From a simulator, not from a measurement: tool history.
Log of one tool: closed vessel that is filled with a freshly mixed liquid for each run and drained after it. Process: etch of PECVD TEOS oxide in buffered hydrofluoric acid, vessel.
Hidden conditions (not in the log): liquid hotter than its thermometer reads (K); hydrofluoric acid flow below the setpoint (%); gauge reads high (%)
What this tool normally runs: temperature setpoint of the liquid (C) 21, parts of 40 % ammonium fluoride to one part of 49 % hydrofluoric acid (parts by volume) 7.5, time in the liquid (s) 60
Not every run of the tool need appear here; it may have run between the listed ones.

| run | day | temperature setpoint of the liquid (C) | parts of 40 % ammonium fluoride to one part of 49 % hydrofluoric acid (parts by volume) | time in the liquid (s) | wafers since the last listed run | hours since the thermometer was replaced | hours since the hydrofluoric acid flow meter was replaced | hours since the gauge calibration | read-back film thickness of the PECVD TEOS oxide reference wafer, read on the same gauge (nm) | thickness taken off the PECVD TEOS oxide on a monitor wafer (angstrom) |
|---|---|---|---|---|---|---|---|---|---|---|
| 1 | 0 | 20 | 7.5 | 60 | 0 | 644.8 | 1618.6 | 333.5 | 119.72 | 2497.7 |
| 2 | 3.783 | 20 | 7.5 | 60 | 10584 | 735.6 | 1709.4 | 424.3 | 119.31 | 2492.1 |
| 3 | 5.775 | 23.5 | 7.5 | 60 | 5571 | 783.4 | 1757.2 | 472.1 | 119 | 3002.1 |
| 4 | 6.875 | 21 | 7.5 | 65 | 3077 | 809.8 | 1783.6 | 498.5 | 118.81 | 2812.2 |
| 5 | 8.192 | 23 | 7.5 | 70 | 3683 | 841.4 | 1815.2 | 530.1 | 118.68 | 3396.1 |
| 6 | 9.217 | 23 | 7.5 | 70 | 2867 | 866 | 1839.8 | 554.7 | 118.47 | 3412.9 |
| 7 | 12.208 | 19 | 9.5 | 60 | 8369 | 937.8 | 1911.6 | 626.5 | 117.97 | 1833.3 |
| 8 | 13.504 | 19 | 9.5 | 60 | 3625 | 968.9 | 1942.7 | 657.6 | 117.67 | 1818 |
| 9 | 16.012 | 21 | 7.5 | 60 | 7017 | 1029.1 | 2002.9 | 717.8 | 117.18 | 2554.2 |
|  | 16.904 | gauge calibrated |
| 10 | 17.925 | 21 | 7.5 | 60 | 5350 | 1075 | 2048.8 | 24.5 | 119.8 | 2625.6 |
| 11 | 24.067 | 21 | 7.5 | 60 | 17181 | 1222.4 | 2196.2 | 171.9 | 119.6 | 2619.3 |
| 12 | 26.321 | 17 | 6 | 30 | 6306 | 1276.5 | 2250.3 | 226 | 119.5 | 1284.2 |
| 13 | 28.746 | 21 | 6 | 95 | 6784 | 1334.7 | 2308.5 | 284.2 | 119.29 | 5082 |
|  | 29.079 | thermometer replaced |
| 14 | 31.554 | 18.5 | 10.5 | 60 | 7739 | 59.4 | 2375.9 | 351.6 | 118.99 | 1660.7 |
| 15 | 33.042 | 17 | 7.5 | 60 | 4161 | 95.1 | 2411.6 | 387.3 | 118.86 | 2082.9 |
| 16 | 36.012 | 21 | 9.5 | 40 | 8311 | 166.4 | 2482.9 | 458.6 | 118.45 | 1370.8 |
|  | 36.117 | hydrofluoric acid flow meter replaced |
| 17 | 38.612 | 17 | 10 | 70 | 7157 | 228.8 | 59.9 | 521 | 118.08 | 1851 |
| 18 | 40.067 | 19.5 | 10 | 90 | 4068 | 263.7 | 94.8 | 555.9 | 117.82 | 2736.2 |
|  | 40.629 | gauge calibrated |
| 19 | 42.083 | 21 | 7.5 | 60 | 5641 | 312.1 | 143.2 | 34.9 | 120.08 | 2643.8 |
| 20 | 43.7 | 23.5 | 10 | 60 | 4522 | 350.9 | 182 | 73.7 | 120.07 | 2320.9 |
| 21 | 45.321 | 21 | 7.5 | 60 | 4534 | 389.8 | 220.9 | 112.6 | 120.01 | 2647.1 |
| 22 | 47.521 | 17.5 | 5 | 85 | 6154 | 442.6 | 273.7 | 165.4 | 119.94 | 4409.7 |

4 ways to go on from here, each from the tool as it stands after run 22. What would each give?
| A | 47.55 | 21 | 7.5 | 85 | 81 | 443.3 | 274.4 | 166.1 | ? | ? |
| B | 47.55 | 21 | 7.5 | 70 | 81 | 443.3 | 274.4 | 166.1 | ? | ? |
| C | 47.55 | 19 | 7.5 | 60 | 81 | 443.3 | 274.4 | 166.1 | ? | ? |
| D | 47.55 | 23 | 9 | 70 | 81 | 443.3 | 274.4 | 166.1 | ? | ? |

| run | read-back film thickness of the PECVD TEOS oxide reference wafer, read on the same gauge (nm) | thickness taken off the PECVD TEOS oxide on a monitor wafer (angstrom) |
|---|---|---|
| A | 119.94 | 3728.5 |
| B | 119.94 | 3070.5 |
| C | 119.94 | 2353.3 |
| D | 119.94 | 2814.1 |
What these runs would have given with no unlogged condition in the tool:
| run | thickness taken off the PECVD TEOS oxide on a monitor wafer (angstrom) |
|---|---|
| A | 3731.1 |
| B | 3072.6 |
| C | 2355 |
| D | 2816.1 |
